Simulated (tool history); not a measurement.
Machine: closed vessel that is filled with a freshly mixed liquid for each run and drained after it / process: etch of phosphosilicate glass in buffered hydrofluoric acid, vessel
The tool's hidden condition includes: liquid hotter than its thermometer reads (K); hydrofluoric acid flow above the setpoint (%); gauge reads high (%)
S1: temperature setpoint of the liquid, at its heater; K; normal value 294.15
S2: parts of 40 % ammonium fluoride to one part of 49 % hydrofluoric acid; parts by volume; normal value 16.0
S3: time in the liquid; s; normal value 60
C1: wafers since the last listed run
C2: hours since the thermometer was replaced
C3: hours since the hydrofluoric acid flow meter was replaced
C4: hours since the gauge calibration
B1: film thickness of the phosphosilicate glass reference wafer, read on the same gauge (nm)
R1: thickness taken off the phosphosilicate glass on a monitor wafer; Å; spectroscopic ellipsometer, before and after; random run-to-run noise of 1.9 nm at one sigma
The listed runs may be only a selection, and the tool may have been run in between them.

{"run": 1, "day": 0.0, "S1": 294.15, "S2": 16.0, "S3": 60, "C1": 0, "C2": 1668.0, "C3": 998.5, "C4": 411.3, "B1": 109.99, "R1": 2393.1}
{"run": 2, "day": 1.775, "S1": 294.15, "S2": 16.0, "S3": 60, "C1": 5246, "C2": 1710.6, "C3": 1041.1, "C4": 453.9, "B1": 110.01, "R1": 2411.5}
{"run": 3, "day": 4.454, "S1": 294.15, "S2": 16.0, "S3": 60, "C1": 7919, "C2": 1774.9, "C3": 1105.4, "C4": 518.2, "B1": 110.01, "R1": 2429.6}
{"run": 4, "day": 5.812, "S1": 294.15, "S2": 16.0, "S3": 60, "C1": 4015, "C2": 1807.5, "C3": 1138.0, "C4": 550.8, "B1": 109.99, "R1": 2381.7}
{"run": 5, "day": 8.771, "S1": 294.15, "S2": 16.0, "S3": 60, "C1": 8744, "C2": 1878.5, "C3": 1209.0, "C4": 621.8, "B1": 110.0, "R1": 2394.4}
{"run": 6, "day": 10.275, "S1": 294.15, "S2": 16.0, "S3": 60, "C1": 4446, "C2": 1914.6, "C3": 1245.1, "C4": 657.9, "B1": 110.02, "R1": 2385.1}
{"run": 7, "day": 12.433, "S1": 291.15, "S2": 16.0, "S3": 60, "C1": 6379, "C2": 1966.4, "C3": 1296.9, "C4": 709.7, "B1": 109.99, "R1": 2053.7}
{"run": 8, "day": 14.562, "S1": 291.15, "S2": 16.0, "S3": 60, "C1": 6293, "C2": 2017.5, "C3": 1348.0, "C4": 760.8, "B1": 110.02, "R1": 2060.0}
{"run": 9, "day": 17.067, "S1": 291.15, "S2": 16.0, "S3": 60, "C1": 7402, "C2": 2077.6, "C3": 1408.1, "C4": 820.9, "B1": 110.01, "R1": 2069.6}
{"run": 10, "day": 19.958, "S1": 294.15, "S2": 16.0, "S3": 60, "C1": 8547, "C2": 2147.0, "C3": 1477.5, "C4": 890.3, "B1": 110.0, "R1": 2414.6}
{"run": 11, "day": 21.708, "S1": 294.15, "S2": 16.0, "S3": 60, "C1": 5172, "C2": 2189.0, "C3": 1519.5, "C4": 932.3, "B1": 110.01, "R1": 2417.1}
{"run": 12, "day": 23.475, "S1": 294.15, "S2": 16.0, "S3": 60, "C1": 5222, "C2": 2231.4, "C3": 1561.9, "C4": 974.7, "B1": 109.99, "R1": 2435.3}
{"run": 13, "day": 24.7, "S1": 294.15, "S2": 16.0, "S3": 60, "C1": 3621, "C2": 2260.8, "C3": 1591.3, "C4": 1004.1, "B1": 110.01, "R1": 2463.8}
{"run": 14, "day": 27.571, "S1": 294.15, "S2": 18.5, "S3": 80, "C1": 8486, "C2": 2329.7, "C3": 1660.2, "C4": 1073.0, "B1": 109.99, "R1": 2820.8}
{"run": 15, "day": 28.8, "S1": 299.15, "S2": 16.0, "S3": 60, "C1": 3633, "C2": 2359.2, "C3": 1689.7, "C4": 1102.5, "B1": 110.0, "R1": 3227.1}
{"run": 16, "day": 30.362, "S1": 294.15, "S2": 16.0, "S3": 70, "C1": 4618, "C2": 2396.7, "C3": 1727.2, "C4": 1140.0, "B1": 109.98, "R1": 2899.4}
{"day": 31.396, "done": "thermometer replaced"}
{"run": 17, "day": 31.779, "S1": 294.15, "S2": 10.0, "S3": 80, "C1": 4064, "C2": 9.2, "C3": 1761.2, "C4": 1174.0, "B1": 110.0, "R1": 5015.9}
{"run": 18, "day": 33.375, "S1": 294.15, "S2": 16.0, "S3": 95, "C1": 4717, "C2": 47.5, "C3": 1799.5, "C4": 1212.3, "B1": 109.98, "R1": 3890.9}
{"day": 33.875, "done": "gauge calibrated"}
{"run": 19, "day": 35.958, "S1": 290.15, "S2": 19.0, "S3": 90, "C1": 7636, "C2": 109.5, "C3": 1861.5, "C4": 50.0, "B1": 110.01, "R1": 2511.2}
{"day": 40.683, "done": "hydrofluoric acid flow meter replaced"}
{"run": 20, "day": 43.946, "S1": 294.15, "S2": 16.0, "S3": 60, "C1": 23487, "C2": 301.2, "C3": 78.3, "C4": 241.7, "B1": 110.01, "R1": 2590.0}
{"run": 21, "day": 50.308, "S1": 294.15, "S2": 16.0, "S3": 60, "C1": 18807, "C2": 453.9, "C3": 231.0, "C4": 394.4, "B1": 110.01, "R1": 2636.8}
{"run": 22, "day": 53.271, "S1": 291.15, "S2": 16.0, "S3": 60, "C1": 8757, "C2": 525.0, "C3": 302.1, "C4": 465.5, "B1": 109.99, "R1": 2224.8}
{"day": 54.508, "done": "hydrofluoric acid flow meter replaced, repeated, since the last time left the tool worse"}
{"run": 23, "day": 55.658, "S1": 291.15, "S2": 19.0, "S3": 60, "C1": 6934, "C2": 582.3, "C3": 27.6, "C4": 522.8, "B1": 110.0, "R1": 1670.7}
{"run": 24, "day": 57.842, "S1": 294.15, "S2": 16.0, "S3": 60, "C1": 6453, "C2": 634.7, "C3": 80.0, "C4": 575.2, "B1": 109.99, "R1": 2310.7}
{"run": 25, "day": 59.033, "S1": 292.15, "S2": 13.0, "S3": 95, "C1": 3522, "C2": 663.3, "C3": 108.6, "C4": 603.8, "B1": 110.0, "R1": 3991.7}
{"run": 26, "day": 60.738, "S1": 291.15, "S2": 16.0, "S3": 30, "C1": 5037, "C2": 704.2, "C3": 149.5, "C4": 644.7, "B1": 109.98, "R1": 973.1}
{"run": 27, "day": 62.738, "S1": 294.15, "S2": 19.5, "S3": 60, "C1": 5911, "C2": 752.2, "C3": 197.5, "C4": 692.7, "B1": 110.0, "R1": 1917.7}

What the log doesn't show, run by run:
liquid hotter than its thermometer reads (K): 0 on each run
gauge reads high (%): 0 on each run
H1: hydrofluoric acid flow above the setpoint (%)
run=1 H1=4.18
run=2 H1=4.36
run=3 H1=4.62
run=4 H1=4.76
run=5 H1=5.05
run=6 H1=5.2
run=7 H1=5.41
run=8 H1=5.62
run=9 H1=5.87
run=10 H1=6.16
run=11 H1=6.33
run=12 H1=6.5
run=13 H1=6.62
run=14 H1=6.91
run=15 H1=7.03
run=16 H1=7.19
run=17 H1=7.33
run=18 H1=7.48
run=19 H1=7.74
run=20 H1=14.6
run=21 H1=15.2
run=22 H1=15.5
run=23 H1=1.24
run=24 H1=1.46
run=25 H1=1.58
run=26 H1=1.75
run=27 H1=1.94
